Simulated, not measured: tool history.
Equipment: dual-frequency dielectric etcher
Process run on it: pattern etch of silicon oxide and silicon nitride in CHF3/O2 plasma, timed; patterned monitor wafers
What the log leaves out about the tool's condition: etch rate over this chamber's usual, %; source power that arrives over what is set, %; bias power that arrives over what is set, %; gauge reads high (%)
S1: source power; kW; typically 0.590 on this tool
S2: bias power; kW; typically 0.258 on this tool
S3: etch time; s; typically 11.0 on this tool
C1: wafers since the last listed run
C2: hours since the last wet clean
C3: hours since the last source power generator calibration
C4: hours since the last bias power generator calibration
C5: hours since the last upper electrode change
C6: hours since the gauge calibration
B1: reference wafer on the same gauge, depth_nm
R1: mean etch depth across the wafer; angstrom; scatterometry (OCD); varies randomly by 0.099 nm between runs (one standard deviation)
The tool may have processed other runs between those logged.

Run 1, hour 0.0: usual settings; C1 0; C2 223.3; C3 2975.5; C4 1469.7; C5 5993.9; C6 42.5; B1 19.50. Result: R1 187.7 angstrom.
Run 2, hour 6.1: usual settings but S3 10.0 s; C1 125; C2 229.4; C3 2981.6; C4 1475.8; C5 6000.0; C6 48.6; B1 19.50. Result: R1 170.9 angstrom.
Run 3, hour 18.9: usual settings but S3 10.0 s; C1 262; C2 242.2; C3 2994.4; C4 1488.6; C5 6012.8; C6 61.4; B1 19.49. Result: R1 170.8 angstrom.
Run 4, hour 25.3: usual settings; C1 131; C2 248.6; C3 3000.8; C4 1495.0; C5 6019.2; C6 67.8; B1 19.50. Result: R1 187.8 angstrom.
Run 5, hour 42.3: usual settings; C1 349; C2 265.6; C3 3017.8; C4 1512.0; C5 6036.2; C6 84.8; B1 19.50. Result: R1 189.7 angstrom.
Run 6, hour 56.1: usual settings but S2 0.227 kW; C1 283; C2 279.4; C3 3031.6; C4 1525.8; C5 6050.0; C6 98.6; B1 19.52. Result: R1 182.5 angstrom.
Run 7, hour 63.4: usual settings but S2 0.227 kW; C1 149; C2 286.7; C3 3038.9; C4 1533.1; C5 6057.3; C6 105.9; B1 19.49. Result: R1 180.3 angstrom.
Run 8, hour 71.8: usual settings but S2 0.227 kW; C1 172; C2 295.1; C3 3047.3; C4 1541.5; C5 6065.7; C6 114.3; B1 19.48. Result: R1 182.1 angstrom.
Run 9, hour 82.4: usual settings; C1 217; C2 305.7; C3 3057.9; C4 1552.1; C5 6076.3; C6 124.9; B1 19.46. Result: R1 189.5 angstrom.
At hour 97.3: bias power generator calibrated.
Run 10, hour 97.8: usual settings; C1 234; C2 321.1; C3 3073.3; C4 0.5; C5 6091.7; C6 140.3; B1 19.51. Result: R1 189.5 angstrom.
Run 11, hour 105.2: usual settings; C1 152; C2 328.5; C3 3080.7; C4 7.9; C5 6099.1; C6 147.7; B1 19.50. Result: R1 190.1 angstrom.
Run 12, hour 119.4: usual settings but S2 0.289 kW, S3 12.5 s; C1 291; C2 342.7; C3 3094.9; C4 22.1; C5 6113.3; C6 161.9; B1 19.52. Result: R1 221.6 angstrom.
Run 13, hour 136.2: usual settings but S2 0.289 kW, S3 12.5 s; C1 345; C2 359.5; C3 3111.7; C4 38.9; C5 6130.1; C6 178.7; B1 19.53. Result: R1 223.6 angstrom.
Run 14, hour 151.4: usual settings but S1 0.700 kW, S2 0.223 kW, S3 7.5 s; C1 312; C2 374.7; C3 3126.9; C4 54.1; C5 6145.3; C6 193.9; B1 19.49. Result: R1 129.3 angstrom.
At hour 177.5: upper electrode replaced.
At hour 186.3: wet clean of the chamber.
Run 15, hour 186.8: usual settings but S1 0.440 kW, S2 0.304 kW, S3 10.0 s; C1 53; C2 0.5; C3 3162.3; C4 89.5; C5 9.3; C6 229.3; B1 19.51. Result: R1 168.5 angstrom.
Run 16, hour 187.1: usual settings but S1 0.440 kW, S2 0.209 kW, S3 13.0 s; C1 6; C2 0.8; C3 3162.6; C4 89.8; C5 9.6; C6 229.6; B1 19.51. Result: R1 197.2 angstrom.
Run 17, hour 187.5: usual settings but S1 0.690 kW, S2 0.294 kW, S3 9.5 s; C1 8; C2 1.2; C3 3163.0; C4 90.2; C5 10.0; C6 230.0; B1 19.49. Result: R1 176.6 angstrom.
Run 18, hour 188.4: usual settings but S1 0.720 kW, S2 0.205 kW, S3 10.0 s; C1 18; C2 2.1; C3 3163.9; C4 91.1; C5 10.9; C6 230.9; B1 19.48. Result: R1 170.8 angstrom.
At hour 190.0: gauge calibrated.
Run 19, hour 202.8: usual settings but S1 0.710 kW, S2 0.316 kW, S3 14.0 s; C1 295; C2 16.5; C3 3178.3; C4 105.5; C5 25.3; C6 12.8; B1 19.49. Result: R1 267.0 angstrom.
Run 20, hour 209.2: usual settings but S2 0.307 kW; C1 131; C2 22.9; C3 3184.7; C4 111.9; C5 31.7; C6 19.2; B1 19.48. Result: R1 200.4 angstrom.
At hour 219.1: source power generator calibrated.
Run 21, hour 224.8: usual settings; C1 238; C2 38.5; C3 5.7; C4 127.5; C5 47.3; C6 34.8; B1 19.49. Result: R1 189.1 angstrom.
Run 22, hour 233.1: usual settings; C1 170; C2 46.8; C3 14.0; C4 135.8; C5 55.6; C6 43.1; B1 19.52. Result: R1 190.4 angstrom.
Run 23, hour 249.0: usual settings; C1 326; C2 62.7; C3 29.9; C4 151.7; C5 71.5; C6 59.0; B1 19.52. Result: R1 187.2 angstrom.
Run 24, hour 259.6: usual settings but S2 0.307 kW; C1 217; C2 73.3; C3 40.5; C4 162.3; C5 82.1; C6 69.6; B1 19.49. Result: R1 198.4 angstrom.
Run 25, hour 275.5: usual settings but S1 0.480 kW, S2 0.220 kW; C1 326; C2 89.2; C3 56.4; C4 178.2; C5 98.0; C6 85.5; B1 19.52. Result: R1 169.5 angstrom.
Run 26, hour 284.2: usual settings but S1 0.490 kW, S2 0.313 kW, S3 8.5 s; C1 178; C2 97.9; C3 65.1; C4 186.9; C5 106.7; C6 94.2; B1 19.49. Result: R1 147.7 angstrom.
Run 27, hour 296.1: usual settings but S2 0.194 kW, S3 9.5 s; C1 244; C2 109.8; C3 77.0; C4 198.8; C5 118.6; C6 106.1; B1 19.51. Result: R1 150.7 angstrom.

Predict each of these 5 candidate next runs independently; none follows another, all start after run 27:
Run A, hour 296.5: usual settings but S2 0.225 kW; C1 8; C2 110.2; C3 77.4; C4 199.2; C5 119.0; C6 106.5; B1 ?. Result: R1 ?.
Run B, hour 296.5: usual settings but S1 0.740 kW, S2 0.229 kW, S3 13.5 s; C1 8; C2 110.2; C3 77.4; C4 199.2; C5 119.0; C6 106.5; B1 ?. Result: R1 ?.
Run C, hour 296.5: usual settings but S3 8.0 s; C1 8; C2 110.2; C3 77.4; C4 199.2; C5 119.0; C6 106.5; B1 ?. Result: R1 ?.
Run D, hour 296.5: usual settings but S1 0.510 kW, S2 0.205 kW, S3 14.0 s; C1 8; C2 110.2; C3 77.4; C4 199.2; C5 119.0; C6 106.5; B1 ?. Result: R1 ?.
Run E, hour 296.5: usual settings but S1 0.690 kW, S2 0.202 kW, S3 14.5 s; C1 8; C2 110.2; C3 77.4; C4 199.2; C5 119.0; C6 106.5; B1 ?. Result: R1 ?.

run     B1     R1
  A  19.50  180.6
  B  19.50  237.0
  C  19.50  136.8
  D  19.50  215.5
  E  19.50  240.8
Had the tool no hidden state, the same runs would have come out as:
run     R1
  A  180.6
  B  237.0
  C  136.8
  D  215.5
  E  240.8
